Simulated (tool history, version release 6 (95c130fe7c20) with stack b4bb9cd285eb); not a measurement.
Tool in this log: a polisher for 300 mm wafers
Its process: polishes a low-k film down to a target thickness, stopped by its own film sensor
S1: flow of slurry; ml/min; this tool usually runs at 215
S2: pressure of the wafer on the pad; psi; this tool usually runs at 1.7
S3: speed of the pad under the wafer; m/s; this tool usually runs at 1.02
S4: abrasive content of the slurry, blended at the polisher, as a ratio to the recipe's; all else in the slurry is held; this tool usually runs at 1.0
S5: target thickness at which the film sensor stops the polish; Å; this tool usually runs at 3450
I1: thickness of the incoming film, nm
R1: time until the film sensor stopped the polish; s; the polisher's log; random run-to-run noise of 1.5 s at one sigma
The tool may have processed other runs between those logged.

| run | hour | S1 | S2 | S3 | S4 | S5 | I1 | R1 |
|---|---|---|---|---|---|---|---|---|
| 1 | 0.0 | 215 | 1.7 | 1.02 | 1.0 | 3450 | 396.0 | 123.2 |
|  | 33.2 | worn pad replaced by a new one |
| 2 | 33.7 | 260 | 1.8 | 1.02 | 1.0 | 3450 | 394.6 | 109.0 |
| 3 | 62.4 | 215 | 1.7 | 0.84 | 1.0 | 3450 | 394.6 | 133.4 |
| 4 | 133.4 | 215 | 2.1 | 1.02 | 1.0 | 3450 | 399.8 | 105.8 |
|  | 164.7 | worn pad replaced by a new one |
| 5 | 176.8 | 215 | 1.7 | 1.02 | 1.0 | 3450 | 402.5 | 136.7 |
|  | 213.2 | conditioning disc replaced and pad reconditioned |
| 6 | 238.9 | 215 | 1.7 | 1.02 | 1.0 | 3450 | 396.8 | 125.1 |
|  | 249.3 | head pressure recalibrated |
|  | 296.7 | slurry blender recalibrated |
|  | 298.7 | worn pad replaced by a new one |
| 7 | 308.2 | 215 | 1.7 | 0.88 | 0.8 | 3450 | 398.5 | 145.0 |
|  | 320.9 | slurry nozzle cleaned |
| 8 | 360.8 | 140 | 1.9 | 1.26 | 1.0 | 3620 | 395.7 | 67.1 |
| 9 | 410.8 | 215 | 1.7 | 1.02 | 1.0 | 3600 | 402.1 | 97.7 |
|  | 426.8 | worn pad replaced by a new one |
| 10 | 445.6 | 215 | 1.7 | 1.02 | 1.1 | 3450 | 395.9 | 117.9 |
|  | 465.2 | conditioning disc replaced and pad reconditioned |
| 11 | 471.3 | 215 | 1.7 | 1.02 | 1.0 | 3450 | 407.9 | 147.9 |
| 12 | 541.1 | 150 | 1.2 | 0.92 | 1.2 | 3450 | 398.4 | 189.6 |
|  | 556.5 | worn pad replaced by a new one |
| 13 | 586.2 | 215 | 1.7 | 0.86 | 1.0 | 3520 | 396.1 | 115.1 |
| 14 | 634.0 | 215 | 1.7 | 1.02 | 1.0 | 3450 | 397.5 | 124.9 |
| 15 | 680.6 | 280 | 1.7 | 1.28 | 1.0 | 3450 | 400.6 | 112.0 |

Each row is a separate what-if for the run after 15, all from the same tool condition, not one after another. Results?
| A | 681.1 | 215 | 1.7 | 1.02 | 1.0 | 3450 | 401.1 | ? |
| B | 681.1 | 175 | 1.7 | 1.02 | 1.0 | 3600 | 401.1 | ? |
| C | 681.1 | 215 | 1.2 | 0.68 | 1.0 | 3300 | 401.1 | ? |
| D | 681.1 | 150 | 2.1 | 1.02 | 1.0 | 3450 | 401.1 | ? |
| E | 681.1 | 160 | 1.7 | 0.92 | 0.9 | 3450 | 401.1 | ? |

| run | R1 |
|---|---|
| A | 135.6 |
| B | 102.2 |
| C | 307.1 |
| D | 115.9 |
| E | 154.5 |
With the hidden condition removed and each run's random variation left untouched, the same runs would have given:
| run | R1 |
|---|---|
| A | 135.6 |
| B | 102.2 |
| C | 307.1 |
| D | 115.9 |
| E | 154.5 |

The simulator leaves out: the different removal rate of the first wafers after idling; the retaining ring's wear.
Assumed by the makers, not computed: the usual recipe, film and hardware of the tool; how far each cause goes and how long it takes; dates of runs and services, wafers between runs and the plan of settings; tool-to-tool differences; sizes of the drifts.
